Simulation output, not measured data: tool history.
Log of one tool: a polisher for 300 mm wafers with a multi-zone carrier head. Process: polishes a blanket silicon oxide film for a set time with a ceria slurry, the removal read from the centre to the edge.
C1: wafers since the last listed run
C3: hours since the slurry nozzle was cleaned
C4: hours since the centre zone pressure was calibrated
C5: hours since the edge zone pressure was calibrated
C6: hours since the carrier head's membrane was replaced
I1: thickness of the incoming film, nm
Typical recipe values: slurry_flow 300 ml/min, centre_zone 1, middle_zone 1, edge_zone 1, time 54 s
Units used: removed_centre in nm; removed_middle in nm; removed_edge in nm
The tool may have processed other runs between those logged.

{"run": 1, "hour": 0.0, "slurry_flow": 300, "centre_zone": 1, "middle_zone": 1, "edge_zone": 1, "time": 54, "C1": 0, "wafers polished on this pad": 385, "C3": 620.1, "C4": 94.7, "C5": 17.5, "C6": 13.1, "I1": 818.7, "removed_centre": 270.4, "removed_middle": 270.8, "removed_edge": 272.2}
{"run": 2, "hour": 36.3, "slurry_flow": 300, "centre_zone": 1, "middle_zone": 1, "edge_zone": 1, "time": 68, "C1": 291, "wafers polished on this pad": 677, "C3": 656.4, "C4": 131, "C5": 53.8, "C6": 49.4, "I1": 826.2, "removed_centre": 329.5, "removed_middle": 334.7, "removed_edge": 346}
{"run": 3, "hour": 47.7, "slurry_flow": 300, "centre_zone": 1, "middle_zone": 0.91, "edge_zone": 0.96, "time": 35, "C1": 91, "wafers polished on this pad": 768, "C3": 667.8, "C4": 142.4, "C5": 65.2, "C6": 60.8, "I1": 823.3, "removed_centre": 173.7, "removed_middle": 160.1, "removed_edge": 173.6}
{"hour": 57.1, "done": "slurry nozzle cleaned"}
{"hour": 57.8, "done": "worn pad replaced by a new one"}
{"run": 4, "hour": 58.3, "slurry_flow": 390, "centre_zone": 1.09, "middle_zone": 0.88, "edge_zone": 1, "time": 54, "C1": 71, "wafers polished on this pad": 4, "C3": 1.2, "C4": 153, "C5": 75.8, "C6": 71.4, "I1": 804.6, "removed_centre": 284.2, "removed_middle": 232.7, "removed_edge": 271}
{"run": 5, "hour": 69.4, "slurry_flow": 275, "centre_zone": 1.07, "middle_zone": 1.07, "edge_zone": 1.05, "time": 54, "C1": 89, "wafers polished on this pad": 93, "C3": 12.3, "C4": 164.1, "C5": 86.9, "C6": 82.5, "I1": 822.5, "removed_centre": 257.8, "removed_middle": 254.6, "removed_edge": 261.4}
{"run": 6, "hour": 83.3, "slurry_flow": 300, "centre_zone": 1, "middle_zone": 1.03, "edge_zone": 1.06, "time": 44, "C1": 111, "wafers polished on this pad": 204, "C3": 26.2, "C4": 178, "C5": 100.8, "C6": 96.4, "I1": 810.9, "removed_centre": 201.7, "removed_middle": 207.2, "removed_edge": 218.9}
{"run": 7, "hour": 99.8, "slurry_flow": 360, "centre_zone": 0.91, "middle_zone": 0.95, "edge_zone": 1, "time": 37, "C1": 132, "wafers polished on this pad": 337, "C3": 42.7, "C4": 194.5, "C5": 117.3, "C6": 112.9, "I1": 821.4, "removed_centre": 163.7, "removed_middle": 169.8, "removed_edge": 183.5}
{"run": 8, "hour": 109.4, "slurry_flow": 300, "centre_zone": 1, "middle_zone": 1.03, "edge_zone": 1.06, "time": 44, "C1": 77, "wafers polished on this pad": 414, "C3": 52.3, "C4": 204.1, "C5": 126.9, "C6": 122.5, "I1": 824.4, "removed_centre": 202.6, "removed_middle": 208.2, "removed_edge": 218.8}
{"run": 9, "hour": 125.3, "slurry_flow": 300, "centre_zone": 0.93, "middle_zone": 1.06, "edge_zone": 1, "time": 64, "C1": 127, "wafers polished on this pad": 541, "C3": 68.2, "C4": 220, "C5": 142.8, "C6": 138.4, "I1": 813.3, "removed_centre": 275.1, "removed_middle": 309.3, "removed_edge": 312.9}
{"run": 10, "hour": 136.4, "slurry_flow": 300, "centre_zone": 1, "middle_zone": 1.07, "edge_zone": 0.91, "time": 54, "C1": 89, "wafers polished on this pad": 630, "C3": 79.3, "C4": 231.1, "C5": 153.9, "C6": 149.5, "I1": 834.3, "removed_centre": 248.1, "removed_middle": 265.4, "removed_edge": 249.6}
{"run": 11, "hour": 143.8, "slurry_flow": 300, "centre_zone": 1, "middle_zone": 1.05, "edge_zone": 1.11, "time": 48, "C1": 59, "wafers polished on this pad": 690, "C3": 86.7, "C4": 238.5, "C5": 161.3, "C6": 156.9, "I1": 817.8, "removed_centre": 218.3, "removed_middle": 228.6, "removed_edge": 241.9}
{"run": 12, "hour": 150.8, "slurry_flow": 330, "centre_zone": 1, "middle_zone": 1.04, "edge_zone": 1, "time": 54, "C1": 56, "wafers polished on this pad": 746, "C3": 93.7, "C4": 245.5, "C5": 168.3, "C6": 163.9, "I1": 819.9, "removed_centre": 252.2, "removed_middle": 262.8, "removed_edge": 263.6}
{"run": 13, "hour": 167.2, "slurry_flow": 220, "centre_zone": 1, "middle_zone": 1, "edge_zone": 1, "time": 37, "C1": 131, "wafers polished on this pad": 877, "C3": 110.1, "C4": 261.9, "C5": 184.7, "C6": 180.3, "I1": 836.9, "removed_centre": 154, "removed_middle": 158, "removed_edge": 168.6}
{"hour": 168.7, "done": "slurry nozzle cleaned, repeated, since the last time left the tool worse"}
{"run": 14, "hour": 175.2, "slurry_flow": 260, "centre_zone": 1, "middle_zone": 0.91, "edge_zone": 1, "time": 54, "C1": 56, "wafers polished on this pad": 934, "C3": 6.5, "C4": 269.9, "C5": 192.7, "C6": 188.3, "I1": 822.9, "removed_centre": 272.5, "removed_middle": 251.5, "removed_edge": 281.1}
{"hour": 186.7, "done": "worn pad replaced by a new one"}
{"run": 15, "hour": 187.2, "slurry_flow": 370, "centre_zone": 1, "middle_zone": 1, "edge_zone": 1, "time": 72, "C1": 64, "wafers polished on this pad": 4, "C3": 18.5, "C4": 281.9, "C5": 204.7, "C6": 200.3, "I1": 818, "removed_centre": 382.9, "removed_middle": 378, "removed_edge": 381.1}
{"run": 16, "hour": 199.6, "slurry_flow": 300, "centre_zone": 1.05, "middle_zone": 1, "edge_zone": 1, "time": 45, "C1": 99, "wafers polished on this pad": 103, "C3": 30.9, "C4": 294.3, "C5": 217.1, "C6": 212.7, "I1": 816.5, "removed_centre": 238.1, "removed_middle": 230.3, "removed_edge": 234.5}
{"run": 17, "hour": 212.7, "slurry_flow": 300, "centre_zone": 1, "middle_zone": 1.06, "edge_zone": 1.06, "time": 54, "C1": 105, "wafers polished on this pad": 208, "C3": 44, "C4": 307.4, "C5": 230.2, "C6": 225.8, "I1": 829.3, "removed_centre": 275.5, "removed_middle": 289.6, "removed_edge": 288.2}
{"run": 18, "hour": 222.9, "slurry_flow": 300, "centre_zone": 0.91, "middle_zone": 0.93, "edge_zone": 1.05, "time": 35, "C1": 81, "wafers polished on this pad": 290, "C3": 54.2, "C4": 317.6, "C5": 240.4, "C6": 236, "I1": 813.9, "removed_centre": 167.5, "removed_middle": 166.5, "removed_edge": 187}
{"run": 19, "hour": 238.0, "slurry_flow": 300, "centre_zone": 1, "middle_zone": 1, "edge_zone": 1, "time": 54, "C1": 121, "wafers polished on this pad": 411, "C3": 69.3, "C4": 332.7, "C5": 255.5, "C6": 251.1, "I1": 824.2, "removed_centre": 274.1, "removed_middle": 274.4, "removed_edge": 278}
{"run": 20, "hour": 255.8, "slurry_flow": 300, "centre_zone": 1, "middle_zone": 1, "edge_zone": 1, "time": 54, "C1": 142, "wafers polished on this pad": 554, "C3": 87.1, "C4": 350.5, "C5": 273.3, "C6": 268.9, "I1": 810.2, "removed_centre": 280.2, "removed_middle": 276.6, "removed_edge": 284.3}
{"run": 21, "hour": 262.7, "slurry_flow": 300, "centre_zone": 1, "middle_zone": 0.94, "edge_zone": 1.07, "time": 54, "C1": 55, "wafers polished on this pad": 610, "C3": 94, "C4": 357.4, "C5": 280.2, "C6": 275.8, "I1": 813.4, "removed_centre": 276.8, "removed_middle": 263.6, "removed_edge": 288.1}

Some steps in removed_centre between neighbouring runs. How much of each would the tool show without its hidden state too (settings, what came in, random variation), and how much is left for the hidden state, with any gauge scatter that isn't in both results?
The hidden state here: removal rate lost through wear of the pad, %; slurry flow missing at the pad, %; deviation of the centre zone's pressure from its setpoint, %; deviation of the edge zone's pressure from its setpoint, %.
Run 2 -> 3: middle_zone 1 -> 0.91, edge_zone 1 -> 0.96, time 68 -> 35. removed_centre -155.8 nm: hidden state +5.9, all else -161.7.
Run 3 -> 4: slurry_flow 300 -> 390, centre_zone 1 -> 1.09, middle_zone 0.91 -> 0.88, edge_zone 0.96 -> 1, time 35 -> 54, slurry nozzle cleaned, worn pad replaced by a new one. removed_centre +110.5 nm: hidden state -19.8, all else +130.3.
Run 13 -> 14: slurry_flow 220 -> 260, middle_zone 1 -> 0.91, time 37 -> 54, slurry nozzle cleaned, repeated, since the last time left the tool worse. removed_centre +118.5 nm: hidden state +28.1, all else +90.4.
Run 15 -> 16: slurry_flow 370 -> 300, centre_zone 1 -> 1.05, time 72 -> 45. removed_centre -144.8 nm: hidden state +0, all else -144.8.

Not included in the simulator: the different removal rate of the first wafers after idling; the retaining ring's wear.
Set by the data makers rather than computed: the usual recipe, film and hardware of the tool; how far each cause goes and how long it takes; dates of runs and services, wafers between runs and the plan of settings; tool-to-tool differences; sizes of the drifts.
